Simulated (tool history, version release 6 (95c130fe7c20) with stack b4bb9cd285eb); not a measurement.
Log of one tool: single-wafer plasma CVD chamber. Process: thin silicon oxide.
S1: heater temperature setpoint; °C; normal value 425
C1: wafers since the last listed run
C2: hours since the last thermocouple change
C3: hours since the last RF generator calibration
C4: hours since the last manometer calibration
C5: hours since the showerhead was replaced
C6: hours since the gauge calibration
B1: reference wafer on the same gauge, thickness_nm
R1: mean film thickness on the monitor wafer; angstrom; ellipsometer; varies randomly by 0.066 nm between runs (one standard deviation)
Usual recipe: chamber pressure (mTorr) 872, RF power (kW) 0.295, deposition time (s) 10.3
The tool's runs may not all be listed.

{"run": 1, "day": 0.0, "S1": 425, "chamber pressure (mTorr)": 872, "RF power (kW)": 0.295, "deposition time (s)": 10.3, "C1": 0, "C2": 738.7, "C3": 2129.6, "C4": 1303.8, "C5": 3982.6, "C6": 144.6, "B1": 19.925, "R1": 184.74}
{"run": 2, "day": 0.662, "S1": 425, "chamber pressure (mTorr)": 872, "RF power (kW)": 0.295, "deposition time (s)": 10.3, "C1": 254, "C2": 754.6, "C3": 2145.5, "C4": 1319.7, "C5": 3998.5, "C6": 160.5, "B1": 19.884, "R1": 184.71}
{"run": 3, "day": 1.283, "S1": 425, "chamber pressure (mTorr)": 872, "RF power (kW)": 0.295, "deposition time (s)": 10.3, "C1": 238, "C2": 769.5, "C3": 2160.4, "C4": 1334.6, "C5": 4013.4, "C6": 175.4, "B1": 19.915, "R1": 184.73}
{"run": 4, "day": 1.858, "S1": 415, "chamber pressure (mTorr)": 872, "RF power (kW)": 0.295, "deposition time (s)": 10.3, "C1": 221, "C2": 783.3, "C3": 2174.2, "C4": 1348.4, "C5": 4027.2, "C6": 189.2, "B1": 19.878, "R1": 186.65}
{"run": 5, "day": 2.596, "S1": 415, "chamber pressure (mTorr)": 872, "RF power (kW)": 0.295, "deposition time (s)": 10.3, "C1": 283, "C2": 801, "C3": 2191.9, "C4": 1366.1, "C5": 4044.9, "C6": 206.9, "B1": 19.877, "R1": 186.2}
{"run": 6, "day": 2.854, "S1": 415, "chamber pressure (mTorr)": 872, "RF power (kW)": 0.295, "deposition time (s)": 10.3, "C1": 99, "C2": 807.2, "C3": 2198.1, "C4": 1372.3, "C5": 4051.1, "C6": 213.1, "B1": 19.905, "R1": 185.75}
{"run": 7, "day": 4.896, "S1": 425, "chamber pressure (mTorr)": 872, "RF power (kW)": 0.295, "deposition time (s)": 10.3, "C1": 785, "C2": 856.2, "C3": 2247.1, "C4": 1421.3, "C5": 4100.1, "C6": 262.1, "B1": 19.854, "R1": 184.12}
{"run": 8, "day": 5.188, "S1": 425, "chamber pressure (mTorr)": 872, "RF power (kW)": 0.295, "deposition time (s)": 10.3, "C1": 112, "C2": 863.2, "C3": 2254.1, "C4": 1428.3, "C5": 4107.1, "C6": 269.1, "B1": 19.894, "R1": 183.8}
{"run": 9, "day": 5.817, "S1": 425, "chamber pressure (mTorr)": 872, "RF power (kW)": 0.295, "deposition time (s)": 10.3, "C1": 241, "C2": 878.3, "C3": 2269.2, "C4": 1443.4, "C5": 4122.2, "C6": 284.2, "B1": 19.87, "R1": 185.39}
{"run": 10, "day": 6.188, "S1": 425, "chamber pressure (mTorr)": 872, "RF power (kW)": 0.295, "deposition time (s)": 10.3, "C1": 142, "C2": 887.2, "C3": 2278.1, "C4": 1452.3, "C5": 4131.1, "C6": 293.1, "B1": 19.889, "R1": 185.08}
{"day": 6.571, "done": "RF generator calibrated"}
{"day": 7.062, "done": "thermocouple changed; heater temperature recalibrated"}
{"run": 11, "day": 7.083, "S1": 425, "chamber pressure (mTorr)": 872, "RF power (kW)": 0.295, "deposition time (s)": 10.3, "C1": 88, "C2": 0.5, "C3": 12.3, "C4": 1473.8, "C5": 4152.6, "C6": 314.6, "B1": 19.905, "R1": 184.47}
{"run": 12, "day": 7.338, "S1": 425, "chamber pressure (mTorr)": 872, "RF power (kW)": 0.295, "deposition time (s)": 10.3, "C1": 97, "C2": 6.6, "C3": 18.4, "C4": 1479.9, "C5": 4158.7, "C6": 320.7, "B1": 19.871, "R1": 184.07}
{"run": 13, "day": 7.754, "S1": 425, "chamber pressure (mTorr)": 872, "RF power (kW)": 0.295, "deposition time (s)": 10.3, "C1": 160, "C2": 16.6, "C3": 28.4, "C4": 1489.9, "C5": 4168.7, "C6": 330.7, "B1": 19.914, "R1": 184.93}
{"day": 8.546, "done": "showerhead replaced"}
{"run": 14, "day": 8.567, "S1": 420, "chamber pressure (mTorr)": 1054, "RF power (kW)": 0.295, "deposition time (s)": 10.3, "C1": 184, "C2": 36.1, "C3": 47.9, "C4": 1509.4, "C5": 0.5, "C6": 350.2, "B1": 19.88, "R1": 221.22}
{"day": 8.721, "done": "gauge calibrated"}
{"run": 15, "day": 9.158, "S1": 425, "chamber pressure (mTorr)": 719, "RF power (kW)": 0.315, "deposition time (s)": 9.1, "C1": 227, "C2": 50.3, "C3": 62.1, "C4": 1523.6, "C5": 14.7, "C6": 10.5, "B1": 19.872, "R1": 134.84}
{"run": 16, "day": 9.458, "S1": 425, "chamber pressure (mTorr)": 872, "RF power (kW)": 0.295, "deposition time (s)": 8.7, "C1": 115, "C2": 57.5, "C3": 69.3, "C4": 1530.8, "C5": 21.9, "C6": 17.7, "B1": 19.895, "R1": 155.85}
{"run": 17, "day": 10.2, "S1": 438, "chamber pressure (mTorr)": 872, "RF power (kW)": 0.295, "deposition time (s)": 8.3, "C1": 285, "C2": 75.3, "C3": 87.1, "C4": 1548.6, "C5": 39.7, "C6": 35.5, "B1": 19.919, "R1": 147.26}
{"day": 10.896, "done": "capacitance manometer re-zeroed and calibrated"}
{"run": 18, "day": 10.917, "S1": 425, "chamber pressure (mTorr)": 872, "RF power (kW)": 0.295, "deposition time (s)": 9.2, "C1": 147, "C2": 92.5, "C3": 104.3, "C4": 0.5, "C5": 56.9, "C6": 52.7, "B1": 19.9, "R1": 174.18}
{"run": 19, "day": 11.346, "S1": 414, "chamber pressure (mTorr)": 1087, "RF power (kW)": 0.295, "deposition time (s)": 10.3, "C1": 165, "C2": 102.8, "C3": 114.6, "C4": 10.8, "C5": 67.2, "C6": 63, "B1": 19.92, "R1": 236.89}
{"run": 20, "day": 11.808, "S1": 425, "chamber pressure (mTorr)": 872, "RF power (kW)": 0.295, "deposition time (s)": 10.3, "C1": 177, "C2": 113.9, "C3": 125.7, "C4": 21.9, "C5": 78.3, "C6": 74.1, "B1": 19.899, "R1": 195.01}
{"run": 21, "day": 12.55, "S1": 415, "chamber pressure (mTorr)": 872, "RF power (kW)": 0.295, "deposition time (s)": 10.3, "C1": 285, "C2": 131.7, "C3": 143.5, "C4": 39.7, "C5": 96.1, "C6": 91.9, "B1": 19.928, "R1": 195.54}
{"run": 22, "day": 13.162, "S1": 430, "chamber pressure (mTorr)": 872, "RF power (kW)": 0.295, "deposition time (s)": 10.8, "C1": 235, "C2": 146.4, "C3": 158.2, "C4": 54.4, "C5": 110.8, "C6": 106.6, "B1": 19.876, "R1": 201.71}
{"run": 23, "day": 13.833, "S1": 425, "chamber pressure (mTorr)": 1018, "RF power (kW)": 0.255, "deposition time (s)": 10.3, "C1": 257, "C2": 162.5, "C3": 174.3, "C4": 70.5, "C5": 126.9, "C6": 122.7, "B1": 19.932, "R1": 202.63}
{"run": 24, "day": 14.375, "S1": 419, "chamber pressure (mTorr)": 672, "RF power (kW)": 0.275, "deposition time (s)": 8.6, "C1": 208, "C2": 175.5, "C3": 187.3, "C4": 83.5, "C5": 139.9, "C6": 135.7, "B1": 19.906, "R1": 113.8}
{"run": 25, "day": 14.742, "S1": 425, "chamber pressure (mTorr)": 872, "RF power (kW)": 0.325, "deposition time (s)": 8.6, "C1": 140, "C2": 184.3, "C3": 196.1, "C4": 92.3, "C5": 148.7, "C6": 144.5, "B1": 19.907, "R1": 169.39}

Some steps in R1 between neighbouring runs. How much of each would the tool show without its hidden state too (settings, what came in, random variation), and how much is left for the hidden state, with any gauge scatter that isn't in both results?
Hidden conditions of the tool in this case: wafer temperature above the value expected at the setpoint (K); delivered RF power above the setpoint (%); true pressure above the setpoint (%); gauge reads high (%).
Run 13 -> 14: S1 425 -> 420, chamber pressure (mTorr) 872 -> 1054, showerhead replaced. R1 +36.29 angstrom: hidden state +1.19, all else +35.1.
Run 14 -> 15: S1 420 -> 425, chamber pressure (mTorr) 1054 -> 719, RF power (kW) 0.295 -> 0.315, deposition time (s) 10.3 -> 9.1, gauge calibrated. R1 -86.38 angstrom: hidden state +0.09, all else -86.47.
Run 17 -> 18: S1 438 -> 425, deposition time (s) 8.3 -> 9.2, capacitance manometer re-zeroed and calibrated. R1 +26.92 angstrom: hidden state +7.6, all else +19.32.
Run 23 -> 24: S1 425 -> 419, chamber pressure (mTorr) 1018 -> 672, RF power (kW) 0.255 -> 0.275, deposition time (s) 10.3 -> 8.6. R1 -88.83 angstrom: hidden state +0.09, all else -88.92.

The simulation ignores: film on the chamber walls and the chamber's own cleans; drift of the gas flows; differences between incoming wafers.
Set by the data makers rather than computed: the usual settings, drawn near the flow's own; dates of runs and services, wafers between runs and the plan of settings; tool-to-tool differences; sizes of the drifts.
